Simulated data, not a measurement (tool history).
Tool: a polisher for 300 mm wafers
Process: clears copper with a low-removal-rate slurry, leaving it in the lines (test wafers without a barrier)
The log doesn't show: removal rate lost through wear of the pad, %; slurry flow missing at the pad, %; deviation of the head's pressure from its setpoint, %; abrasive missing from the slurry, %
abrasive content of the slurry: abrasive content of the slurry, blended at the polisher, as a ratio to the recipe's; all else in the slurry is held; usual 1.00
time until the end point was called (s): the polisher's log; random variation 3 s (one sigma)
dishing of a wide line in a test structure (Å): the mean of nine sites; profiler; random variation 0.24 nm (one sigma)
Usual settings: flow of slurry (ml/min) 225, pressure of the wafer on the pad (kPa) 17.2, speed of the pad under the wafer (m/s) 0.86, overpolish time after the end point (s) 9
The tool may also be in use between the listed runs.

| run | hour | flow of slurry (ml/min) | pressure of the wafer on the pad (kPa) | speed of the pad under the wafer (m/s) | abrasive content of the slurry | overpolish time after the end point (s) | wafers since the last listed run | wafers polished on this pad | hours since the slurry nozzle was cleaned | hours since the head pressure was calibrated | hours since the slurry blender was calibrated | incoming thickness of the incoming film, nm | time until the end point was called (s) | dishing of a wide line in a test structure (Å) |
|---|---|---|---|---|---|---|---|---|---|---|---|---|---|---|
| 1 | 0.0 | 225 | 17.2 | 0.86 | 1.00 | 6 | 0 | 734 | 99.6 | 813.1 | 76.6 | 304.6 | 175.5 | 79 |
| 2 | 13.4 | 225 | 17.2 | 0.86 | 1.00 | 9 | 106 | 841 | 113.0 | 826.5 | 90.0 | 304.7 | 183.7 | 107 |
|  | 28.8 | worn pad replaced by a new one |
| 3 | 29.3 | 180 | 17.2 | 0.86 | 1.00 | 9 | 94 | 4 | 128.9 | 842.4 | 105.9 | 308.7 | 186.1 | 104 |
| 4 | 43.2 | 180 | 17.2 | 0.86 | 1.00 | 9 | 110 | 114 | 142.8 | 856.3 | 119.8 | 307.4 | 186.6 | 107 |
| 5 | 54.0 | 225 | 17.2 | 0.86 | 1.00 | 9 | 85 | 200 | 153.6 | 867.1 | 130.6 | 305.9 | 186.0 | 106 |
| 6 | 69.1 | 225 | 17.2 | 0.86 | 1.00 | 9 | 120 | 320 | 168.7 | 882.2 | 145.7 | 310.0 | 185.8 | 104 |
| 7 | 76.0 | 225 | 17.2 | 0.86 | 1.00 | 9 | 54 | 375 | 175.6 | 889.1 | 152.6 | 298.5 | 183.2 | 102 |
| 8 | 82.8 | 170 | 19.3 | 1.04 | 0.90 | 9 | 54 | 429 | 182.4 | 895.9 | 159.4 | 307.0 | 154.8 | 121 |
| 9 | 95.4 | 175 | 17.2 | 0.86 | 1.00 | 6 | 100 | 529 | 195.0 | 908.5 | 172.0 | 307.3 | 195.2 | 71 |
| 10 | 112.5 | 225 | 17.2 | 0.86 | 1.00 | 9 | 136 | 665 | 212.1 | 925.6 | 189.1 | 309.2 | 193.1 | 102 |
| 11 | 128.4 | 185 | 17.2 | 1.02 | 0.80 | 12 | 126 | 792 | 228.0 | 941.5 | 205.0 | 306.1 | 184.5 | 133 |
|  | 135.7 | worn pad replaced by a new one |
| 12 | 144.4 | 265 | 22.8 | 1.14 | 1.00 | 9 | 95 | 69 | 244.0 | 957.5 | 221.0 | 303.8 | 117.2 | 156 |
| 13 | 152.7 | 225 | 17.2 | 0.86 | 1.00 | 9 | 66 | 135 | 252.3 | 965.8 | 229.3 | 310.9 | 187.7 | 105 |
| 14 | 162.8 | 225 | 17.2 | 0.86 | 1.00 | 9 | 80 | 215 | 262.4 | 975.9 | 239.4 | 306.3 | 189.2 | 104 |
| 15 | 173.6 | 225 | 13.8 | 0.86 | 1.00 | 9 | 85 | 301 | 273.2 | 986.7 | 250.2 | 300.9 | 233.7 | 86 |
| 16 | 181.5 | 225 | 17.2 | 0.60 | 1.00 | 13 | 62 | 364 | 281.1 | 994.6 | 258.1 | 304.6 | 236.0 | 118 |
| 17 | 187.6 | 265 | 22.8 | 1.14 | 1.00 | 9 | 48 | 412 | 287.2 | 1000.7 | 264.2 | 302.3 | 122.7 | 148 |
|  | 195.0 | head pressure recalibrated |
| 18 | 196.9 | 185 | 17.2 | 0.86 | 1.25 | 9 | 58 | 470 | 296.5 | 1.9 | 273.5 | 304.6 | 185.5 | 103 |
| 19 | 205.2 | 225 | 13.1 | 0.62 | 1.00 | 9 | 66 | 536 | 304.8 | 10.2 | 281.8 | 309.6 | 301.3 | 72 |
|  | 212.5 | slurry blender recalibrated |
| 20 | 219.5 | 225 | 17.2 | 0.86 | 1.00 | 9 | 97 | 634 | 319.1 | 24.5 | 7.0 | 305.3 | 173.8 | 109 |
| 21 | 237.1 | 225 | 17.2 | 0.56 | 1.20 | 9 | 139 | 774 | 336.7 | 42.1 | 24.6 | 303.7 | 212.3 | 93 |
| 22 | 249.2 | 225 | 20.0 | 0.70 | 1.20 | 6 | 96 | 870 | 348.8 | 54.2 | 36.7 | 306.6 | 163.4 | 83 |
| 23 | 255.5 | 225 | 17.2 | 0.86 | 1.00 | 9 | 50 | 920 | 355.1 | 60.5 | 43.0 | 299.3 | 166.9 | 108 |
|  | 261.2 | worn pad replaced by a new one |
| 24 | 264.9 | 200 | 17.2 | 1.16 | 1.00 | 9 | 42 | 29 | 364.5 | 69.9 | 52.4 | 306.8 | 150.8 | 119 |
| 25 | 279.1 | 225 | 17.2 | 0.68 | 1.00 | 9 | 112 | 142 | 378.7 | 84.1 | 66.6 | 304.6 | 204.7 | 95 |
| 26 | 294.6 | 275 | 17.2 | 0.86 | 1.00 | 9 | 123 | 265 | 394.2 | 99.6 | 82.1 | 309.4 | 181.0 | 107 |
| 27 | 307.5 | 225 | 17.2 | 0.86 | 1.00 | 9 | 102 | 368 | 407.1 | 112.5 | 95.0 | 304.6 | 187.1 | 110 |
| 28 | 316.1 | 180 | 17.2 | 0.86 | 1.00 | 9 | 68 | 436 | 415.7 | 121.1 | 103.6 | 306.4 | 191.0 | 104 |
|  | 329.6 | slurry nozzle cleaned |
| 29 | 330.1 | 225 | 12.4 | 0.86 | 1.00 | 9 | 103 | 539 | 0.5 | 135.1 | 117.6 | 303.6 | 246.3 | 82 |

Forecast each of these 4 alternatives for the next run:
| A | 330.6 | 160 | 17.2 | 0.86 | 1.00 | 9 | 3 | 543 | 1.0 | 135.6 | 118.1 | 303.8 | ? | ? |
| B | 330.6 | 280 | 17.2 | 0.86 | 0.80 | 9 | 3 | 543 | 1.0 | 135.6 | 118.1 | 303.8 | ? | ? |
| C | 330.6 | 195 | 22.1 | 0.86 | 1.00 | 9 | 3 | 543 | 1.0 | 135.6 | 118.1 | 303.8 | ? | ? |
| D | 330.6 | 225 | 17.2 | 1.02 | 0.80 | 6 | 3 | 543 | 1.0 | 135.6 | 118.1 | 303.8 | ? | ? |

| run | time until the end point was called (s) | dishing of a wide line in a test structure (Å) |
|---|---|---|
| A | 191.3 | 104 |
| B | 190.8 | 104 |
| C | 149.0 | 127 |
| D | 174.9 | 79 |
Without the tool's hidden state the same runs would have given:
| run | time until the end point was called (s) | dishing of a wide line in a test structure (Å) |
|---|---|---|
| A | 182.7 | 108 |
| B | 182.4 | 108 |
| C | 142.3 | 132 |
| D | 167.3 | 82 |
